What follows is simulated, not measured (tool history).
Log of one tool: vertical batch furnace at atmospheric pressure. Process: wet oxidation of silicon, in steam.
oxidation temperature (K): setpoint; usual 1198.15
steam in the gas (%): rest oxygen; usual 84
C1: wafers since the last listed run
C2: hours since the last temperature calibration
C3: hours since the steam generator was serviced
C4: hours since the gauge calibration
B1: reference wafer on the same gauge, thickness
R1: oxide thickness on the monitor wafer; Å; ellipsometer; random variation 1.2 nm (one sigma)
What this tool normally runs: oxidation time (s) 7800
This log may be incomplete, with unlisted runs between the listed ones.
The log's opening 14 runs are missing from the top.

Run 15, hour 281.4: usual settings but steam in the gas (%) 80; C1 63; C2 2443.2; C3 7.3; C4 313.6; B1 317.94. Result: R1 3141.9 Å.
Run 16, hour 288.2: usual settings but steam in the gas (%) 80; C1 63; C2 2450; C3 14.1; C4 320.4; B1 318.29. Result: R1 3133.5 Å.
Run 17, hour 302.3: usual settings but steam in the gas (%) 91; C1 131; C2 2464.1; C3 28.2; C4 334.5; B1 317.93. Result: R1 3468.8 Å.
Run 18, hour 316.9: usual settings but oxidation temperature (K) 1188.15, oxidation time (s) 9750, steam in the gas (%) 88; C1 135; C2 2478.7; C3 42.8; C4 349.1; B1 318.03. Result: R1 3669.8 Å.
Run 19, hour 332.3: usual settings; C1 143; C2 2494.1; C3 58.2; C4 364.5; B1 318.05. Result: R1 3258.1 Å.
Run 20, hour 351.4: usual settings but oxidation temperature (K) 1180.15, oxidation time (s) 10620, steam in the gas (%) 89; C1 177; C2 2513.2; C3 77.3; C4 383.6; B1 318.16. Result: R1 3633.3 Å.
Run 21, hour 375.4: usual settings but oxidation temperature (K) 1220.15, oxidation time (s) 11010, steam in the gas (%) 81; C1 223; C2 2537.2; C3 101.3; C4 407.6; B1 318.07. Result: R1 4938.9 Å.
Run 22, hour 395: usual settings; C1 182; C2 2556.8; C3 120.9; C4 427.2; B1 318.02. Result: R1 3268.6 Å.
Run 23, hour 408.1: usual settings but oxidation time (s) 11430; C1 121; C2 2569.9; C3 134; C4 440.3; B1 318.05. Result: R1 4348.1 Å.
Run 24, hour 427.5: usual settings but steam in the gas (%) 79; C1 180; C2 2589.3; C3 153.4; C4 459.7; B1 317.74. Result: R1 3110.9 Å.
Run 25, hour 446.4: usual settings but oxidation temperature (K) 1183.15, steam in the gas (%) 76; C1 175; C2 2608.2; C3 172.3; C4 478.6; B1 318.11. Result: R1 2586.7 Å.
At hour 472.8: thermocouples replaced and temperature profile calibrated.
Run 26, hour 473.3: usual settings but oxidation time (s) 5550, steam in the gas (%) 93; C1 26; C2 0.5; C3 199.2; C4 505.5; B1 317.68. Result: R1 2694.1 Å.
Run 27, hour 480.1: usual settings but oxidation time (s) 9570; C1 63; C2 7.3; C3 206; C4 512.3; B1 318.37. Result: R1 3812.3 Å.
At hour 500.6: gauge calibrated.
Run 28, hour 505.5: usual settings but oxidation temperature (K) 1184.15, steam in the gas (%) 90; C1 236; C2 32.7; C3 231.4; C4 4.9; B1 317.98. Result: R1 2995.4 Å.
Run 29, hour 562: usual settings; C1 525; C2 89.2; C3 287.9; C4 61.4; B1 318.03. Result: R1 3244.6 Å.
Run 30, hour 634.4: usual settings but oxidation temperature (K) 1173.15, oxidation time (s) 5340, steam in the gas (%) 73; C1 673; C2 161.6; C3 360.3; C4 133.8; B1 318.17. Result: R1 1607.1 Å.
Run 31, hour 645.3: usual settings but oxidation temperature (K) 1186.15, oxidation time (s) 11250, steam in the gas (%) 91; C1 101; C2 172.5; C3 371.2; C4 144.7; B1 318.21. Result: R1 4127.4 Å.
Run 32, hour 663: usual settings but oxidation temperature (K) 1186.15, oxidation time (s) 10620; C1 164; C2 190.2; C3 388.9; C4 162.4; B1 318.19. Result: R1 3689.2 Å.
Run 33, hour 686.3: usual settings; C1 216; C2 213.5; C3 412.2; C4 185.7; B1 318.26. Result: R1 3253.8 Å.

Forecast each of these 4 alternatives for the next run:
Run A, hour 693.2: usual settings but steam in the gas (%) 76; C1 64; C2 220.4; C3 419.1; C4 192.6; B1 ?. Result: R1 ?.
Run B, hour 693.2: usual settings but oxidation temperature (K) 1213.15, oxidation time (s) 5670, steam in the gas (%) 93; C1 64; C2 220.4; C3 419.1; C4 192.6; B1 ?. Result: R1 ?.
Run C, hour 693.2: usual settings but oxidation time (s) 9720, steam in the gas (%) 94; C1 64; C2 220.4; C3 419.1; C4 192.6; B1 ?. Result: R1 ?.
Run D, hour 693.2: usual settings but oxidation temperature (K) 1189.15, oxidation time (s) 4650; C1 64; C2 220.4; C3 419.1; C4 192.6; B1 ?. Result: R1 ?.

run      B1      R1
  A  317.85  3026.1
  B  317.85  3170.8
  C  317.85  4212.7
  D  317.85  1969.8
Take away the tool's hidden state, keep each run's random variation, and the runs would have read:
run      R1
  A    3036
  B  3180.9
  C  4225.8
  D  1976.7
